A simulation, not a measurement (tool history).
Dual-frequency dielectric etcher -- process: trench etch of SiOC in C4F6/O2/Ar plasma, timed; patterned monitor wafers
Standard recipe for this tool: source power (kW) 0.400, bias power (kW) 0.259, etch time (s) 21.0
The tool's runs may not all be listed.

run,day,source power (kW),bias power (kW),etch time (s),wafers since the last listed run,hours since the last wet clean,hours since the last source power generator calibration,hours since the last bias power generator calibration,hours since the last upper electrode change,hours since the gauge calibration,"read-back reference wafer on the same gauge, depth_nm",mean etch depth across the wafer (nm)
1,0.000,0.400,0.284,19.0,0,38.3,2353.9,2773.6,3739.0,194.2,51.16,43.97
2,8.892,0.400,0.259,21.0,2368,251.7,2567.3,2987.0,3952.4,407.6,51.17,47.00
3,17.079,0.400,0.259,18.5,2180,448.2,2763.8,3183.5,4148.9,604.1,51.15,41.57
# day 21.746: wet clean of the chamber
# day 23.667: gauge calibrated
4,25.650,0.400,0.259,18.5,2016,93.7,2969.5,3389.2,4354.6,47.6,51.19,41.23
5,27.950,0.400,0.240,21.0,612,148.9,3024.7,3444.4,4409.8,102.8,51.23,45.90
# day 29.017: upper electrode replaced
6,29.038,0.400,0.240,21.0,23,175.0,3050.8,3470.5,0.5,128.9,51.15,45.54
7,31.742,0.400,0.240,21.0,720,239.9,3115.7,3535.4,65.4,193.8,51.18,45.68
8,34.317,0.400,0.259,17.0,685,301.7,3177.5,3597.2,127.2,255.6,51.20,38.38
# day 34.875: bias power generator calibrated
# day 34.938: source power generator calibrated
9,36.417,0.400,0.259,17.0,497,352.1,35.5,37.0,177.6,306.0,51.23,38.34
10,37.858,0.400,0.259,16.5,383,386.7,70.1,71.6,212.2,340.6,51.16,37.11
11,39.817,0.330,0.259,21.0,521,433.7,117.1,118.6,259.2,387.6,51.19,44.82
# day 41.188: wet clean of the chamber
12,42.325,0.340,0.214,18.5,401,27.3,177.3,178.8,319.4,447.8,51.24,36.89
13,44.242,0.490,0.283,21.0,510,73.3,223.3,224.8,365.4,493.8,51.20,51.71
14,46.458,0.400,0.206,21.0,590,126.5,276.5,278.0,418.6,547.0,51.22,43.38
15,47.921,0.400,0.259,21.0,389,161.6,311.6,313.1,453.7,582.1,51.28,47.31
16,49.712,0.440,0.299,21.0,477,204.6,354.6,356.1,496.7,625.1,51.18,50.64
17,52.067,0.340,0.303,23.5,627,261.1,411.1,412.6,553.2,681.6,51.23,53.55
18,53.346,0.440,0.259,23.0,340,291.8,441.8,443.3,583.9,712.3,51.18,52.96
19,56.967,0.400,0.259,21.0,964,378.7,528.7,530.2,670.8,799.2,51.20,47.47
20,58.912,0.460,0.259,16.5,518,425.4,575.4,576.9,717.5,845.9,51.19,38.53
21,60.683,0.400,0.293,21.0,471,467.9,617.9,619.4,760.0,888.4,51.18,49.18
# day 61.204: gauge calibrated
# day 63.450: wet clean of the chamber
22,63.608,0.400,0.287,21.0,512,3.8,688.1,689.6,830.2,57.7,51.17,48.95

Alternative continuations, all from the tool just after run 22; predict every row:
A,63.625,0.400,0.259,21.0,4,4.2,688.5,690.0,830.6,58.1,?,?
B,63.625,0.400,0.259,24.5,4,4.2,688.5,690.0,830.6,58.1,?,?
C,63.625,0.370,0.198,21.0,4,4.2,688.5,690.0,830.6,58.1,?,?
D,63.625,0.350,0.259,15.0,4,4.2,688.5,690.0,830.6,58.1,?,?

run,"read-back reference wafer on the same gauge, depth_nm",mean etch depth across the wafer (nm)
A,51.20,47.17
B,51.20,55.03
C,51.20,42.07
D,51.20,32.47
Take away the tool's hidden state, keep each run's random variation, and the runs would have read:
run,mean etch depth across the wafer (nm)
A,47.17
B,55.03
C,42.07
D,32.47

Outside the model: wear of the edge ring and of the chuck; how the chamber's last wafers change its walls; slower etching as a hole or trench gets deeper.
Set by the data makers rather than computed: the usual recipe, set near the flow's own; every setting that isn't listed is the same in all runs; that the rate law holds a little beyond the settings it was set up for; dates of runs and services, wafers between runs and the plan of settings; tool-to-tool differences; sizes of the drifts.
